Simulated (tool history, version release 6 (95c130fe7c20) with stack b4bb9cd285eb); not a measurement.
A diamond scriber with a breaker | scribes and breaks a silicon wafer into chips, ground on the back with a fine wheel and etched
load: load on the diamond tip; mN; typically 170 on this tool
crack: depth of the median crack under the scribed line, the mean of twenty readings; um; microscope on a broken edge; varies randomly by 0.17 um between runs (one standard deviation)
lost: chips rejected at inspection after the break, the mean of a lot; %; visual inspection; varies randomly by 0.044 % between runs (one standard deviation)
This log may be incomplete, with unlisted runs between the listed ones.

run	day	load	incoming depth of the damage left on the back of the incoming wafer, um	crack	lost
1	0.000	209	0.52	12.43	1.61
2	1.183	209	0.59	12.54	1.45
3	1.817	154	0.55	9.14	4.61
4	3.288	154	0.46	9.62	4.52
5	4.442	170	0.34	10.43	1.81
6	5.938	170	0.48	10.00	1.89
7	6.850	170	0.44	10.03	1.79
8	8.217	151	0.43	9.01	6.47
9	9.625	202	0.71	11.47	0.88
10	10.329	202	0.43	11.66	0.82
11	10.950	158	0.33	9.55	4.25
12	11.879	158	0.66	9.43	5.03
13	12.700	158	0.54	9.33	4.17
14	13.692	203	0.33	11.87	0.85
15	15.192	170	0.58	9.65	2.39
16	16.458	170	0.46	10.24	2.18
17	19.004	140	0.46	8.24	11.61
18	20.433	137	0.43	8.26	12.34
19	21.292	218	0.68	12.60	1.56
20	21.908	215	0.58	11.83	1.31
21	22.633	170	0.74	9.90	2.56
22	24.392	220	0.79	12.61	1.74
23	27.988	121	0.75	7.13	23.24
# day 28.092: diamond tip replaced by a new one
24	28.525	170	0.33	9.92	2.75
25	29.142	191	0.40	10.71	0.73
26	30.100	186	0.76	10.56	0.91
# day 30.646: load on the tip recalibrated
27	30.942	137	0.65	9.11	5.33
28	35.142	122	0.74	8.08	14.50
29	35.717	187	0.31	11.86	0.90
30	37.046	153	0.57	9.64	3.28
31	38.500	128	0.78	8.09	13.05

Here are 3 independent what-if runs from the current tool condition. What would each one return?
A	38.525	149	0.68	?	?
B	38.525	184	0.68	?	?
C	38.525	213	0.68	?	?

run	crack	lost
A	9.17	4.32
B	11.11	0.63
C	12.60	2.58
The same runs, with their run-to-run variation unchanged, on a tool lacking any hidden condition would have given:
run	crack	lost
A	9.76	2.26
B	11.83	1.17
C	13.42	4.78
